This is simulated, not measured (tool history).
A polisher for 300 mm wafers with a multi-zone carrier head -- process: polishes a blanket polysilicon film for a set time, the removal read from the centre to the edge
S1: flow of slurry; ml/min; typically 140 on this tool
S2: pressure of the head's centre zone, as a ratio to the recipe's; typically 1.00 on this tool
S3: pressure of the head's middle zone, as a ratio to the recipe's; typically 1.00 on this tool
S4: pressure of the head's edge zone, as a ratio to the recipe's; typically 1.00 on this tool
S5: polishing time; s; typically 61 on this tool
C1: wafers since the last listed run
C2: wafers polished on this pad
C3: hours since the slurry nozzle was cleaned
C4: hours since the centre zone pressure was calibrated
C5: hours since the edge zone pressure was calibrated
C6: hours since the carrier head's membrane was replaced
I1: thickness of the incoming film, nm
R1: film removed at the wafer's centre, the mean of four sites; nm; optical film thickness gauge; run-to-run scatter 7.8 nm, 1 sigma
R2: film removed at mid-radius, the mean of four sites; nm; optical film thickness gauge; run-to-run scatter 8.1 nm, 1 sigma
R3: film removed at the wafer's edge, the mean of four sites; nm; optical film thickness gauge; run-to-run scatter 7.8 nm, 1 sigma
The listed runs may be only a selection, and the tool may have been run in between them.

run     day   S1    S2    S3    S4  S5   C1   C2     C3      C4     C5      C6      I1     R1     R2     R3
  1   0.000  140  1.00  1.00  1.00  61    0  704  204.9  1068.3  794.0   965.0  1841.7  533.8  509.8  538.5
  2   0.662  140  1.00  1.00  1.00  61  163  868  220.8  1084.2  809.9   980.9  1912.2  539.1  512.7  504.7
      1.238  -- worn pad replaced by a new one
  3   1.858  140  1.00  1.00  1.00  61  254  154  249.5  1112.9  838.6  1009.6  1855.2  568.2  553.3  563.7
  4   2.688  175  1.00  1.00  1.00  61  205  359  269.4  1132.8  858.5  1029.5  1889.3  601.8  571.6  575.7
  5   3.625  175  1.00  1.00  1.00  61  231  590  291.9  1155.3  881.0  1052.0  1864.5  585.1  549.0  556.0
      3.783  -- edge zone pressure recalibrated
  6   4.142  140  1.00  1.00  1.00  61  107  698  304.3  1167.7    8.6  1064.4  1853.2  554.9  529.2  529.3
      5.250  -- carrier head's membrane replaced by a new one
  7   5.271  140  1.00  1.00  1.00  61  227  925  331.4  1194.8   35.7     0.5  1891.1  535.0  513.6  510.6
      5.529  -- worn pad replaced by a new one
  8   5.854   90  1.00  0.88  1.06  61  103   80  345.4  1208.8   49.7    14.5  1871.4  438.4  374.9  472.3
  9   7.192  185  1.00  1.00  0.88  61  330  411  377.5  1240.9   81.8    46.6  1893.1  527.0  496.7  461.3
      7.412  -- slurry nozzle cleaned
      7.446  -- worn pad replaced by a new one, repeated, since the last time left the tool worse
 10   7.904  140  1.00  1.00  1.00  61  157  113   11.8  1258.0   98.9    63.7  1891.9  591.8  550.0  549.6
      8.375  -- centre zone pressure recalibrated
 11   9.312  175  1.00  1.00  1.00  61  327  441   45.6    22.5  132.7    97.5  1871.5  606.2  569.9  554.1
 12  10.704  140  0.90  1.00  1.00  61  344  785   79.0    55.9  166.1   130.9  1895.4  496.7  520.5  525.3
 13  11.267  190  1.00  0.88  1.00  44  139  924   92.5    69.4  179.6   144.4  1900.4  405.0  347.5  379.8
     11.604  -- worn pad replaced by a new one
 14  11.796  120  1.05  1.00  1.00  61   89   47  105.2    82.1  192.3   157.1  1845.8  571.9  544.4  542.6

Alternative continuations, all from the tool just after run 14; predict every row:
  A  11.812  140  1.00  1.00  1.00  61   4  51  105.6  82.5  192.7  157.5  1871.1   ?   ?   ?
  B  11.812  160  1.00  1.00  1.08  75   4  51  105.6  82.5  192.7  157.5  1871.1   ?   ?   ?
  C  11.812  185  1.00  1.00  1.00  61   4  51  105.6  82.5  192.7  157.5  1871.1   ?   ?   ?

run     R1     R2     R3
  A  580.0  542.0  553.5
  B  734.4  684.0  720.3
  C  614.1  570.3  574.4
The same runs, with their run-to-run variation unchanged, on a tool lacking any hidden condition would have given:
run     R1     R2     R3
  A  584.2  545.9  557.4
  B  739.6  688.8  725.4
  C  618.4  574.4  578.4

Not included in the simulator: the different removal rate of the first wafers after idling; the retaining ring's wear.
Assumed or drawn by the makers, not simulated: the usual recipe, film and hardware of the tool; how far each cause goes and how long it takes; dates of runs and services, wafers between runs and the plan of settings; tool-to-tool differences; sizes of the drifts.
